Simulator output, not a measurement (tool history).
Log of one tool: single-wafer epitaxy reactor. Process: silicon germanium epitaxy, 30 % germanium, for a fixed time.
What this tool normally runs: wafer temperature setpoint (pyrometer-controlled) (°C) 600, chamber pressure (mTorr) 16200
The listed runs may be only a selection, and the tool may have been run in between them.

run	day	wafer temperature setpoint (pyrometer-controlled) (°C)	chamber pressure (mTorr)	read-back reference wafer on the same gauge, thickness_nm	mean film thickness on the monitor wafer (Å)
1	0	604	16200	65.927	613.83
2	0.983	604	16200	65.866	612.73
3	2.412	600	16200	65.875	566.13
4	3.592	600	16200	65.951	561.24
5	4.783	600	16200	65.923	558.48
6	5.833	600	16200	65.974	555.24
7	6.775	600	16200	65.907	560.17
8	7.433	600	14300	65.865	516.03
9	8.083	600	14300	65.908	510.41
10	9.058	600	14300	65.851	508.33
11	10.225	600	16200	65.92	552.67
12	11.025	600	16200	65.956	551.39
# day 12.204: gauge calibrated
# day 12.296: capacitance manometer re-zeroed and calibrated
13	12.317	600	16200	65.876	587.36
14	12.858	600	16200	65.93	585.45
15	13.862	600	16200	66.027	586.84
16	15.138	600	16200	65.87	584.84
17	16.567	593	19600	65.881	569.76
18	17.612	600	14300	65.889	537.1
19	19.042	613	12900	65.773	646.74
# day 19.971: showerhead replaced
20	20.138	600	16200	65.93	583.15
21	21.179	611	16200	65.849	727.68
22	21.754	615	16200	65.946	790.71
23	23.096	590	15100	66.027	448.15
24	24.2	594	13800	65.867	461.18
# day 25.875: pyrometer calibrated
25	25.896	606	16200	65.888	679.15
26	26.662	600	16200	65.824	597.06
27	27.292	600	16200	65.861	595.53
28	30.117	587	13500	65.914	400.71
29	31.583	613	16200	65.967	770.56
30	33.079	600	16200	65.918	591.84
# day 33.675: gauge calibrated
31	34.458	600	12900	65.893	505.19
32	35.017	600	16200	65.876	593.73

3 ways to go on from here, each from the tool as it stands after run 32. What would each give?
A	35.033	607	16200	?	?
B	35.033	591	12900	?	?
C	35.033	588	17300	?	?

run	read-back reference wafer on the same gauge, thickness_nm	mean film thickness on the monitor wafer (Å)
A	65.92	682.94
B	65.92	418.73
C	65.92	481.48
Without the tool's unlogged condition, the same runs would have read:
run	mean film thickness on the monitor wafer (Å)
A	684.02
B	419.44
C	482.31
